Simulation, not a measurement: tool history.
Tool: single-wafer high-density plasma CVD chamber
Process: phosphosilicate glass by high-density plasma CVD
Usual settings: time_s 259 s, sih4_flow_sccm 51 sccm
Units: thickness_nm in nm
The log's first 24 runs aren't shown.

run,hour,time_s,sih4_flow_sccm,"read-back reference wafer on the same gauge, thickness_nm",thickness_nm
25,710.1,259,51,1267.338,1291.623
26,728.0,259,51,1269.998,1296.813
27,751.1,295,48,1268.617,1391.872
28,773.7,282,46,1269.730,1273.949
29,809.4,239,46,1272.729,1088.170
30,831.1,289,47,1273.793,1344.858
31,858.2,214,42,1275.744,894.721
32,870.4,259,51,1275.540,1300.076
33,900.4,259,59,1278.808,1517.335
34,926.3,296,51,1278.795,1490.112
35,956.5,281,56,1279.208,1571.294
36,979.9,279,48,1279.032,1338.063

The next listed run, before its measurement:
37,1005.1,220,46,?,?

read-back reference wafer on the same gauge, thickness_nm: 1282.940
thickness_nm: 1005.820 nm
Without the tool's hidden state the same run would have given thickness_nm 989.020 nm.

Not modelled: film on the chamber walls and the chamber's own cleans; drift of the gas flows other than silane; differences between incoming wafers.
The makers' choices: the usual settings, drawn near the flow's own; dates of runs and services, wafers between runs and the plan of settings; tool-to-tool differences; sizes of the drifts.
